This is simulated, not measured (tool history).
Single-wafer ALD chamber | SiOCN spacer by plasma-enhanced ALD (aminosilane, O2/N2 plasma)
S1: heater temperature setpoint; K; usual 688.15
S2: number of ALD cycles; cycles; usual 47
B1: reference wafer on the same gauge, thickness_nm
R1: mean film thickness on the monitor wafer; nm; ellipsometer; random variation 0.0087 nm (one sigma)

run,hour,S1,S2,B1,R1
1,0,688.15,47,2.7,2.614
2,28.8,688.15,47,2.699,2.604
3,48.5,699.15,47,2.7,2.528
4,61,697.15,47,2.7,2.553
5,83.5,697.15,47,2.701,2.55
6,114.6,697.15,47,2.701,2.535
7,135,688.15,47,2.701,2.61
8,158.3,688.15,41,2.701,2.28
9,175,688.15,41,2.7,2.289
# hour 196.4: gauge calibrated
10,197.1,688.15,41,2.701,2.269
11,215.1,688.15,47,2.702,2.599
12,246,688.15,47,2.699,2.608
13,266.3,688.15,47,2.7,2.604
14,298.4,688.15,47,2.698,2.607
15,310.9,688.15,47,2.7,2.6
16,324.3,688.15,47,2.7,2.612
17,358.7,688.15,52,2.7,2.875
18,392.1,688.15,47,2.701,2.613
# hour 413.8: thermocouple changed; heater temperature recalibrated
19,425.2,688.15,47,2.7,2.608
20,524,680.15,54,2.7,3.045
21,540.6,701.15,47,2.699,2.501
22,569.2,688.15,47,2.701,2.601
23,602.9,702.15,47,2.7,2.5
24,648.3,694.15,53,2.7,2.906
25,666,688.15,47,2.7,2.593
26,686.1,680.15,43,2.698,2.43
27,712.6,679.15,43,2.7,2.436
28,737.3,688.15,47,2.7,2.608
29,753.9,688.15,42,2.7,2.334
30,772.6,703.15,38,2.701,2.025
# hour 780.9: gauge calibrated
31,787.2,688.15,47,2.701,2.604
32,804.3,678.15,55,2.7,3.126
33,823.7,688.15,47,2.7,2.618
34,854.6,688.15,47,2.701,2.595
35,930.1,676.15,50,2.701,2.859
36,945.7,696.15,47,2.7,2.532
37,958.1,682.15,49,2.7,2.769
38,979.8,688.15,47,2.7,2.596
39,1011.2,688.15,40,2.7,2.224

What the log doesn't show, run by run:
wafer temperature above the value expected at the setpoint (K): 0 in every run
gauge reads high (%): 0 in every run
